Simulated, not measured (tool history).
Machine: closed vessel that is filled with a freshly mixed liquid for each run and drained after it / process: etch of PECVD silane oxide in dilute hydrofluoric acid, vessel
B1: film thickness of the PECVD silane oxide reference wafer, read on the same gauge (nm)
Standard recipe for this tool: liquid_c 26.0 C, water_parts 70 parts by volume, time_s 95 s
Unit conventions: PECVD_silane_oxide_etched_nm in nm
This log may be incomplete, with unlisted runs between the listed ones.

Run 1, hour 0.0: usual settings but water_parts 50 parts by volume; B1 100.01. Result: PECVD_silane_oxide_etched_nm 80.55 nm.
Run 2, hour 90.6: usual settings but water_parts 50 parts by volume; B1 100.01. Result: PECVD_silane_oxide_etched_nm 80.02 nm.
Run 3, hour 168.2: usual settings but water_parts 50 parts by volume; B1 100.05. Result: PECVD_silane_oxide_etched_nm 80.63 nm.
Run 4, hour 204.8: usual settings; B1 99.99. Result: PECVD_silane_oxide_etched_nm 56.69 nm.
Run 5, hour 295.4: usual settings; B1 100.00. Result: PECVD_silane_oxide_etched_nm 56.92 nm.
Run 6, hour 373.9: usual settings; B1 99.95. Result: PECVD_silane_oxide_etched_nm 56.44 nm.
At hour 443.5: hydrofluoric acid flow meter replaced.
Run 7, hour 472.6: usual settings but liquid_c 30.0 C, time_s 115 s; B1 100.02. Result: PECVD_silane_oxide_etched_nm 75.25 nm.
Run 8, hour 520.9: usual settings but liquid_c 30.0 C, time_s 115 s; B1 100.01. Result: PECVD_silane_oxide_etched_nm 75.50 nm.
Run 9, hour 588.3: usual settings but liquid_c 21.0 C, water_parts 60 parts by volume, time_s 120 s; B1 100.00. Result: PECVD_silane_oxide_etched_nm 65.37 nm.
Run 10, hour 632.3: usual settings but water_parts 85 parts by volume; B1 99.99. Result: PECVD_silane_oxide_etched_nm 43.27 nm.
Run 11, hour 710.9: usual settings; B1 99.97. Result: PECVD_silane_oxide_etched_nm 53.51 nm.
Run 12, hour 785.6: usual settings but water_parts 90 parts by volume; B1 100.02. Result: PECVD_silane_oxide_etched_nm 40.46 nm.
At hour 819.9: thermometer replaced.
Run 13, hour 848.5: usual settings but liquid_c 23.5 C; B1 100.02. Result: PECVD_silane_oxide_etched_nm 48.96 nm.
At hour 878.0: gauge calibrated.
Run 14, hour 938.6: usual settings but liquid_c 29.5 C; B1 99.98. Result: PECVD_silane_oxide_etched_nm 61.74 nm.
Run 15, hour 1254.4: usual settings but liquid_c 22.0 C, water_parts 40 parts by volume; B1 99.96. Result: PECVD_silane_oxide_etched_nm 83.83 nm.
Run 16, hour 1323.7: usual settings but time_s 45 s; B1 100.00. Result: PECVD_silane_oxide_etched_nm 26.04 nm.
Run 17, hour 1410.2: usual settings but water_parts 95 parts by volume, time_s 115 s; B1 100.01. Result: PECVD_silane_oxide_etched_nm 47.54 nm.

Exercise: give the hidden state of the tool at every run:
liquid colder than its thermometer reads (K): 0 at every run
gauge reads high (%): 0 at every run
H1: hydrofluoric acid flow above the setpoint (%)
run     H1
  1   5.04
  2   5.32
  3   5.56
  4   5.67
  5   5.96
  6    6.2
  7  0.307
  8  0.457
  9  0.666
 10  0.802
 11   1.05
 12   1.28
 13   1.47
 14   1.75
 15   2.73
 16   2.94
 17   3.21

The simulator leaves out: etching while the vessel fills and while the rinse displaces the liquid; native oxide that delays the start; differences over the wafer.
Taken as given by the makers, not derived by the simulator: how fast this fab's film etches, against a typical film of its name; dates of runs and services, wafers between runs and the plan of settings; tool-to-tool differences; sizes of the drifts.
